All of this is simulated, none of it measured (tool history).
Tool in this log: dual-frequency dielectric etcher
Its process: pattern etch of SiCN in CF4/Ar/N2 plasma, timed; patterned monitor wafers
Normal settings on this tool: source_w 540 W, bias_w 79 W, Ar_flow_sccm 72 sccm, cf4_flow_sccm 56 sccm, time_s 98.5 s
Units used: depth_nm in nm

run,hour,source_w,bias_w,Ar_flow_sccm,cf4_flow_sccm,time_s,wafers since the last listed run,hours since the last wet clean,hours since the last source power generator calibration,hours since the last bias power generator calibration,hours since the last Ar flow controller change,hours since the last CF4 flow controller change,hours since the last upper electrode change,hours since the gauge calibration,"read-back reference wafer on the same gauge, depth_nm",depth_nm
1,0.0,540,79,79,56,98.5,0,21.9,2876.1,1869.4,67.0,1401.0,112.0,7.3,107.9,91.5
2,34.3,540,60,72,56,98.5,220,56.2,2910.4,1903.7,101.3,1435.3,146.3,41.6,107.9,87.5
3,67.6,460,79,59,48,115.5,214,89.5,2943.7,1937.0,134.6,1468.6,179.6,74.9,107.9,106.1
4,102.1,540,93,72,56,98.5,221,124.0,2978.2,1971.5,169.1,1503.1,214.1,109.4,107.9,96.3
# hour 110.9: source power generator calibrated
5,123.1,540,79,72,43,98.5,109,145.0,12.2,1992.5,190.1,1524.1,235.1,130.4,107.9,92.1
6,136.2,540,79,72,56,98.5,84,158.1,25.3,2005.6,203.2,1537.2,248.2,143.5,107.9,95.0
7,163.7,540,79,62,56,98.5,176,185.6,52.8,2033.1,230.7,1564.7,275.7,171.0,108.0,97.1
8,187.6,540,79,72,56,98.5,153,209.5,76.7,2057.0,254.6,1588.6,299.6,194.9,107.9,94.5
9,222.3,540,79,86,56,98.5,223,244.2,111.4,2091.7,289.3,1623.3,334.3,229.6,107.9,91.9
# hour 291.9: bias power generator calibrated
10,308.6,540,95,72,56,98.5,529,330.5,197.7,16.7,375.6,1709.6,420.6,315.9,107.9,98.9
# hour 317.8: CF4 flow controller replaced
11,328.0,410,89,81,56,98.5,86,349.9,217.1,36.1,395.0,10.2,440.0,335.3,107.8,87.4
12,341.1,540,85,72,65,98.5,84,363.0,230.2,49.2,408.1,23.3,453.1,348.4,107.9,97.9
13,365.2,460,79,72,56,98.5,154,387.1,254.3,73.3,432.2,47.4,477.2,372.5,107.9,90.5
14,399.1,540,79,72,56,98.5,217,421.0,288.2,107.2,466.1,81.3,511.1,406.4,108.0,94.8
15,428.9,540,79,61,69,114.0,191,450.8,318.0,137.0,495.9,111.1,540.9,436.2,107.8,115.5
16,449.0,540,79,72,56,82.5,129,470.9,338.1,157.1,516.0,131.2,561.0,456.3,107.8,79.6
17,467.8,540,79,72,52,98.5,120,489.7,356.9,175.9,534.8,150.0,579.8,475.1,107.9,93.8
18,498.8,540,87,72,45,98.5,199,520.7,387.9,206.9,565.8,181.0,610.8,506.1,107.9,95.4
# hour 524.0: wet clean of the chamber
19,524.5,490,79,66,56,76.0,10,0.5,413.6,232.6,591.5,206.7,636.5,531.8,107.9,72.0
20,531.1,590,97,72,56,78.0,42,7.1,420.2,239.2,598.1,213.3,643.1,538.4,107.8,81.9

Each row is a separate what-if for the run after 20, all from the same tool condition, not one after another. Results?
A,531.5,540,79,72,56,106.5,2,7.5,420.6,239.6,598.5,213.7,643.5,538.8,?,?
B,531.5,540,79,78,56,98.5,2,7.5,420.6,239.6,598.5,213.7,643.5,538.8,?,?
C,531.5,540,74,72,63,98.5,2,7.5,420.6,239.6,598.5,213.7,643.5,538.8,?,?
D,531.5,610,79,72,56,98.5,2,7.5,420.6,239.6,598.5,213.7,643.5,538.8,?,?
E,531.5,620,98,72,56,114.5,2,7.5,420.6,239.6,598.5,213.7,643.5,538.8,?,?

run,"read-back reference wafer on the same gauge, depth_nm",depth_nm
A,107.9,102.7
B,107.9,93.6
C,107.9,94.7
D,107.9,99.1
E,107.9,121.9
The same runs, with their run-to-run variation unchanged, on a tool lacking any hidden condition would have given:
run,depth_nm
A,102.8
B,93.7
C,94.8
D,99.2
E,122.0
